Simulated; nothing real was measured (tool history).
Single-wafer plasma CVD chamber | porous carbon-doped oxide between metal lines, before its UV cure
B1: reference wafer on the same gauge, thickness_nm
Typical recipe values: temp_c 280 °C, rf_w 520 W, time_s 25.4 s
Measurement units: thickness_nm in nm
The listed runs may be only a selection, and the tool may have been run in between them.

Run 1, day 0: usual settings but temp_c 283 °C, rf_w 460 W; B1 134.908. Result: thickness_nm 135.14 nm.
Run 2, day 2.638: usual settings but rf_w 465 W; B1 134.946. Result: thickness_nm 138.657 nm.
Run 3, day 3.488: usual settings but rf_w 465 W; B1 135.059. Result: thickness_nm 138.445 nm.
Run 4, day 4.688: usual settings but rf_w 465 W; B1 135.055. Result: thickness_nm 139.185 nm.
Run 5, day 5.242: usual settings; B1 134.959. Result: thickness_nm 145.338 nm.
Run 6, day 5.842: usual settings; B1 135.079. Result: thickness_nm 146.174 nm.
Run 7, day 6.821: usual settings; B1 135. Result: thickness_nm 146.147 nm.
Run 8, day 8.058: usual settings; B1 134.982. Result: thickness_nm 145.836 nm.
Run 9, day 9.396: usual settings; B1 135.089. Result: thickness_nm 146.002 nm.
Run 10, day 10.354: usual settings but time_s 27.7 s; B1 134.953. Result: thickness_nm 158.19 nm.
Run 11, day 11.104: usual settings but time_s 27.7 s; B1 135.095. Result: thickness_nm 159.031 nm.
At day 11.546: RF generator calibrated.
Run 12, day 12.033: usual settings but temp_c 291 °C, time_s 21.6 s; B1 135.088. Result: thickness_nm 115.433 nm.
Run 13, day 13.204: usual settings but temp_c 291 °C, time_s 21.6 s; B1 134.908. Result: thickness_nm 115.966 nm.
Run 14, day 13.829: usual settings but temp_c 291 °C, time_s 21.6 s; B1 134.911. Result: thickness_nm 114.697 nm.
At day 14.708: showerhead replaced.
Run 15, day 14.729: usual settings but temp_c 291 °C, rf_w 575 W; B1 134.93. Result: thickness_nm 141.118 nm.
Run 16, day 15.567: usual settings but temp_c 291 °C, rf_w 575 W; B1 135.01. Result: thickness_nm 141.243 nm.
Run 17, day 16.454: usual settings; B1 134.956. Result: thickness_nm 145.535 nm.
At day 17.696: thermocouple changed; heater temperature recalibrated.
Run 18, day 17.817: usual settings but temp_c 294 °C, rf_w 480 W, time_s 22 s; B1 134.989. Result: thickness_nm 110.994 nm.
Run 19, day 19.012: usual settings; B1 135.038. Result: thickness_nm 145.687 nm.
At day 19.458: gauge calibrated.
Run 20, day 20.383: usual settings but temp_c 287 °C, rf_w 470 W, time_s 24 s; B1 135.003. Result: thickness_nm 125.113 nm.
Run 21, day 20.888: usual settings but time_s 20.4 s; B1 134.935. Result: thickness_nm 117.959 nm.
Run 22, day 21.971: usual settings but time_s 28.2 s; B1 134.874. Result: thickness_nm 160.965 nm.
Run 23, day 22.496: usual settings but temp_c 287 °C; B1 135.051. Result: thickness_nm 138.53 nm.
Run 24, day 23.5: usual settings but temp_c 293 °C, time_s 23.8 s; B1 135.06. Result: thickness_nm 126.134 nm.
Run 25, day 24.533: usual settings but rf_w 455 W; B1 135.058. Result: thickness_nm 137.761 nm.
Run 26, day 25.221: usual settings but temp_c 274 °C, rf_w 570 W; B1 134.967. Result: thickness_nm 159.506 nm.
Run 27, day 25.867: usual settings but temp_c 285 °C, time_s 20.4 s; B1 135.03. Result: thickness_nm 114.047 nm.
Run 28, day 26.6: usual settings but rf_w 430 W, time_s 20.8 s; B1 135.072. Result: thickness_nm 110.295 nm.
Run 29, day 27.829: usual settings but temp_c 271 °C, rf_w 430 W, time_s 22.1 s; B1 134.972. Result: thickness_nm 126.117 nm.
Run 30, day 29.054: usual settings but temp_c 273 °C; B1 135.04. Result: thickness_nm 153.698 nm.
Run 31, day 30.179: usual settings but temp_c 291 °C, time_s 21.6 s; B1 134.979. Result: thickness_nm 115.144 nm.
Run 32, day 30.729: usual settings but temp_c 272 °C, rf_w 550 W; B1 134.969. Result: thickness_nm 159.654 nm.
Run 33, day 32.058: usual settings but temp_c 269 °C, rf_w 495 W; B1 135.043. Result: thickness_nm 154.022 nm.
Run 34, day 33.379: usual settings but temp_c 291 °C, time_s 21.6 s; B1 135.014. Result: thickness_nm 115.64 nm.

Forecast each of these 3 alternatives for the next run:
Run A, day 33.396: usual settings but time_s 30.3 s; B1 ?. Result: thickness_nm ?.
Run B, day 33.396: usual settings but temp_c 270 °C, rf_w 560 W; B1 ?. Result: thickness_nm ?.
Run C, day 33.396: usual settings but temp_c 271 °C, rf_w 425 W; B1 ?. Result: thickness_nm ?.

run       B1  thickness_nm
  A  135.001       172.462
  B  135.001       162.028
  C  135.001       141.969
Without the tool's hidden state the same runs would have given:
run  thickness_nm
  A       172.462
  B       162.028
  C       141.969
